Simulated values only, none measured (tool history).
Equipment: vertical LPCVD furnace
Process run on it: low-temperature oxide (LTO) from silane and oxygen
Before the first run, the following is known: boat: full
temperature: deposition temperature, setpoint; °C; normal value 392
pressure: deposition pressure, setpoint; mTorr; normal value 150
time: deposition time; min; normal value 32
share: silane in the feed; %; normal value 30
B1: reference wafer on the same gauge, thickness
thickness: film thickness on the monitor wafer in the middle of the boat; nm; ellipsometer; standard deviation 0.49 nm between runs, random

run 1 hour=0 | temperature=392 pressure=150 time=32 share=30 | B1=137.8 | thickness=129.17
run 2 hour=64.1 | temperature=392 pressure=150 time=32 share=30 | B1=137.95 | thickness=128.17
run 3 hour=111.2 | temperature=392 pressure=150 time=32 share=30 | B1=138.02 | thickness=128.88
run 4 hour=138.6 | temperature=392 pressure=150 time=37 share=30 | B1=137.98 | thickness=148.38
run 5 hour=175.1 | temperature=401 pressure=150 time=32 share=30 | B1=138.06 | thickness=143.25
run 6 hour=227.5 | temperature=401 pressure=150 time=32 share=30 | B1=137.82 | thickness=142.3
run 7 hour=295.9 | temperature=401 pressure=150 time=32 share=30 | B1=138.05 | thickness=142.4
-- hour=350.4 gauge calibrated
run 8 hour=356.1 | temperature=392 pressure=150 time=32 share=30 | B1=137.95 | thickness=127.33
-- hour=405.3 pressure gauge zeroed
-- hour=411.8 thermocouples replaced and temperature profile calibrated
run 9 hour=420.3 | temperature=392 pressure=125 time=22 share=27 | B1=138.05 | thickness=61.81
run 10 hour=468.3 | temperature=402 pressure=170 time=22 share=26 | B1=137.94 | thickness=89.58
run 11 hour=521.9 | temperature=386 pressure=180 time=36.5 share=26 | B1=138.17 | thickness=126.8

Predict the results of run 12:
run 12 hour=589.6 | temperature=392 pressure=150 time=32 share=26 | B1=? | thickness=?

Logged for run 12: B1 138.15, thickness 100 nm.
If the tool had no hidden condition, the same run with the same run-to-run variation would have returned thickness 107.28 nm.
